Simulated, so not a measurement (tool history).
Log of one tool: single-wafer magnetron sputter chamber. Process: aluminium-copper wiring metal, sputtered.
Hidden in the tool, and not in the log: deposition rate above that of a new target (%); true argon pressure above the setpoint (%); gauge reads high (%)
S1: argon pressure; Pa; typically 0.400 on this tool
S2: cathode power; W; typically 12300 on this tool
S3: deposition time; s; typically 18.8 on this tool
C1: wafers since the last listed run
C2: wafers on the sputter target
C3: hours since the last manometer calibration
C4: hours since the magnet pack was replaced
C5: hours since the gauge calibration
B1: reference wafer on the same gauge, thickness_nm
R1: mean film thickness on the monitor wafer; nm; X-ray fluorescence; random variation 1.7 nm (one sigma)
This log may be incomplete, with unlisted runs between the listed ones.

Run 1, hour 0.0: usual settings; C1 0; C2 3121; C3 1061.6; C4 7347.7; C5 111.0; B1 438.772. Result: R1 374.054 nm.
At hour 16.9: sputter target and shields replaced.
Run 2, hour 17.4: usual settings; C1 309; C2 16; C3 1079.0; C4 7365.1; C5 128.4; B1 438.927. Result: R1 391.614 nm.
Run 3, hour 30.8: usual settings; C1 440; C2 457; C3 1092.4; C4 7378.5; C5 141.8; B1 438.904. Result: R1 389.357 nm.
Run 4, hour 45.1: usual settings; C1 470; C2 928; C3 1106.7; C4 7392.8; C5 156.1; B1 438.827. Result: R1 386.486 nm.
Run 5, hour 59.7: usual settings; C1 480; C2 1408; C3 1121.3; C4 7407.4; C5 170.7; B1 439.221. Result: R1 384.051 nm.
Run 6, hour 67.5: usual settings; C1 256; C2 1665; C3 1129.1; C4 7415.2; C5 178.5; B1 438.777. Result: R1 383.532 nm.
Run 7, hour 79.5: usual settings; C1 394; C2 2060; C3 1141.1; C4 7427.2; C5 190.5; B1 438.904. Result: R1 379.837 nm.
Run 8, hour 91.8: usual settings; C1 404; C2 2464; C3 1153.4; C4 7439.5; C5 202.8; B1 439.140. Result: R1 377.452 nm.
At hour 102.6: capacitance manometer re-zeroed and calibrated.
At hour 109.5: sputter target and shields replaced.
Run 9, hour 110.0: usual settings but S3 17.2 s; C1 107; C2 14; C3 7.4; C4 7457.7; C5 221.0; B1 439.046. Result: R1 359.216 nm.
Run 10, hour 112.4: usual settings but S3 17.2 s; C1 78; C2 93; C3 9.8; C4 7460.1; C5 223.4; B1 439.021. Result: R1 358.875 nm.
Run 11, hour 125.1: usual settings but S3 17.2 s; C1 417; C2 511; C3 22.5; C4 7472.8; C5 236.1; B1 439.624. Result: R1 358.876 nm.
Run 12, hour 140.9: usual settings but S2 14600 W; C1 519; C2 1031; C3 38.3; C4 7488.6; C5 251.9; B1 438.857. Result: R1 456.508 nm.
At hour 153.4: magnet pack replaced, of another model than before.
Run 13, hour 153.9: usual settings but S2 9450 W, S3 16.1 s; C1 164; C2 1196; C3 51.3; C4 0.5; C5 264.9; B1 438.680. Result: R1 254.086 nm.
Run 14, hour 160.8: usual settings; C1 227; C2 1423; C3 58.2; C4 7.4; C5 271.8; B1 439.050. Result: R1 383.645 nm.
Run 15, hour 176.4: usual settings but S1 0.560 Pa; C1 513; C2 1936; C3 73.8; C4 23.0; C5 287.4; B1 439.002. Result: R1 358.320 nm.
Run 16, hour 187.0: usual settings; C1 348; C2 2285; C3 84.4; C4 33.6; C5 298.0; B1 439.091. Result: R1 377.119 nm.
Run 17, hour 193.4: usual settings but S1 0.347 Pa, S3 17.0 s; C1 210; C2 2495; C3 90.8; C4 40.0; C5 304.4; B1 438.817. Result: R1 347.477 nm.
Run 18, hour 210.3: usual settings but S2 9300 W; C1 556; C2 3051; C3 107.7; C4 56.9; C5 321.3; B1 439.032. Result: R1 282.106 nm.
At hour 211.2: gauge calibrated.
At hour 225.3: sputter target and shields replaced.
Run 19, hour 228.1: usual settings; C1 322; C2 91; C3 125.5; C4 74.7; C5 16.9; B1 438.797. Result: R1 393.401 nm.
Run 20, hour 237.7: usual settings but S2 9250 W; C1 315; C2 407; C3 135.1; C4 84.3; C5 26.5; B1 438.972. Result: R1 293.361 nm.
Run 21, hour 245.2: usual settings but S1 0.467 Pa, S2 10650 W, S3 22.3 s; C1 246; C2 653; C3 142.6; C4 91.8; C5 34.0; B1 439.538. Result: R1 390.058 nm.
Run 22, hour 253.4: usual settings but S2 15200 W, S3 15.4 s; C1 269; C2 923; C3 150.8; C4 100.0; C5 42.2; B1 439.028. Result: R1 394.396 nm.
Run 23, hour 265.1: usual settings; C1 384; C2 1308; C3 162.5; C4 111.7; C5 53.9; B1 438.710. Result: R1 384.281 nm.
Run 24, hour 299.6: usual settings but S2 9750 W, S3 20.9 s; C1 1135; C2 2443; C3 197.0; C4 146.2; C5 88.4; B1 439.057. Result: R1 333.686 nm.
Run 25, hour 309.5: usual settings; C1 325; C2 2769; C3 206.9; C4 156.1; C5 98.3; B1 439.230. Result: R1 380.178 nm.

3 ways to go on from here, each from the tool as it stands after run 25. What would each give?
Run A, hour 309.9: usual settings; C1 13; C2 2782; C3 207.3; C4 156.5; C5 98.7; B1 ?. Result: R1 ?.
Run B, hour 309.9: usual settings but S1 0.341 Pa, S2 11400 W, S3 21.8 s; C1 13; C2 2782; C3 207.3; C4 156.5; C5 98.7; B1 ?. Result: R1 ?.
Run C, hour 309.9: usual settings but S1 0.318 Pa, S2 10100 W, S3 20.3 s; C1 13; C2 2782; C3 207.3; C4 156.5; C5 98.7; B1 ?. Result: R1 ?.

run       B1       R1
  A  439.292  378.789
  B  439.292  416.039
  C  439.292  346.171
With the hidden condition removed and each run's random variation left untouched, the same runs would have given:
run       R1
  A  394.504
  B  433.300
  C  360.533

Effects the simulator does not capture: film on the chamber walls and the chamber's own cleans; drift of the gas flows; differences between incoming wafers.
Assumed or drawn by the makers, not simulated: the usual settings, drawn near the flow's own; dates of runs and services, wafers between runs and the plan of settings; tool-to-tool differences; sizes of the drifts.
